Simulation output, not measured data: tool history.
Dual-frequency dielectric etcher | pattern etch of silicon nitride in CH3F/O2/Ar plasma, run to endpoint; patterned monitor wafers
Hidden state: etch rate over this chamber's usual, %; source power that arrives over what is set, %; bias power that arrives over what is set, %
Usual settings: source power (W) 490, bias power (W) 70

run	hour	source power (W)	bias power (W)	wafers since the last listed run	hours since the last wet clean	hours since the last source power generator calibration	hours since the last bias power generator calibration	hours since the last upper electrode change	incoming incoming film thickness, nm	endpoint time (s)
1	0.0	490	80	0	75.1	3110.2	4137.0	2983.9	33.80	41.3
2	30.7	490	80	327	105.8	3140.9	4167.7	3014.6	33.78	41.4
3	49.8	490	80	203	124.9	3160.0	4186.8	3033.7	33.92	41.6
4	79.1	560	70	312	154.2	3189.3	4216.1	3063.0	33.41	40.9
5	93.3	560	70	151	168.4	3203.5	4230.3	3077.2	33.78	41.7
6	117.2	560	70	254	192.3	3227.4	4254.2	3101.1	33.90	41.8
7	144.9	490	77	295	220.0	3255.1	4281.9	3128.8	33.81	41.5
8	163.5	490	77	198	238.6	3273.7	4300.5	3147.4	33.26	40.1
9	188.8	570	70	269	263.9	3299.0	4325.8	3172.7	33.68	40.5
# hour 271.5: upper electrode replaced
10	272.0	570	70	631	347.1	3382.2	4409.0	0.5	33.60	40.3
11	282.2	570	70	108	357.3	3392.4	4419.2	10.7	33.36	39.6
# hour 300.3: bias power generator calibrated
12	313.2	490	56	287	388.3	3423.4	12.9	41.7	33.89	46.3
13	328.9	490	56	167	404.0	3439.1	28.6	57.4	33.28	45.3
14	352.6	490	56	252	427.7	3462.8	52.3	81.1	33.50	46.0
15	380.7	490	70	299	455.8	3490.9	80.4	109.2	33.35	41.5
16	398.8	430	77	193	473.9	3509.0	98.5	127.3	33.53	41.5
17	421.5	490	70	242	496.6	3531.7	121.2	150.0	33.36	41.2
# hour 431.3: source power generator calibrated
# hour 457.2: wet clean of the chamber
18	457.7	490	70	87	0.5	26.4	157.4	186.2	33.75	45.0
19	458.0	490	70	3	0.8	26.7	157.7	186.5	33.48	44.3
20	486.5	430	70	303	29.3	55.2	186.2	215.0	33.28	46.0
21	521.2	490	63	370	64.0	89.9	220.9	249.7	33.34	45.3
22	551.2	430	80	319	94.0	119.9	250.9	279.7	33.57	43.2
23	577.8	490	85	283	120.6	146.5	277.5	306.3	33.74	40.2
24	613.1	600	70	376	155.9	181.8	312.8	341.6	33.55	40.5
25	627.6	490	59	154	170.4	196.3	327.3	356.1	33.96	47.7
26	663.4	410	60	381	206.2	232.1	363.1	391.9	33.57	49.3
27	692.6	380	81	311	235.4	261.3	392.3	421.1	33.53	44.9
28	706.3	460	53	146	249.1	275.0	406.0	434.8	33.36	48.6
29	736.6	530	70	323	279.4	305.3	436.3	465.1	33.81	42.4
30	769.8	570	82	354	312.6	338.5	469.5	498.3	33.59	38.0

Forecast each of these 5 alternatives for the next run:
A	770.2	490	75	4	313.0	338.9	469.9	498.7	33.90	?
B	770.2	420	61	4	313.0	338.9	469.9	498.7	33.90	?
C	770.2	410	61	4	313.0	338.9	469.9	498.7	33.90	?
D	770.2	450	59	4	313.0	338.9	469.9	498.7	33.90	?
E	770.2	540	60	4	313.0	338.9	469.9	498.7	33.90	?

run	endpoint time (s)
A	41.9
B	48.0
C	48.4
D	47.4
E	44.2
Without the tool's hidden state the same runs would have given:
run	endpoint time (s)
A	42.8
B	49.0
C	49.4
D	48.5
E	45.1

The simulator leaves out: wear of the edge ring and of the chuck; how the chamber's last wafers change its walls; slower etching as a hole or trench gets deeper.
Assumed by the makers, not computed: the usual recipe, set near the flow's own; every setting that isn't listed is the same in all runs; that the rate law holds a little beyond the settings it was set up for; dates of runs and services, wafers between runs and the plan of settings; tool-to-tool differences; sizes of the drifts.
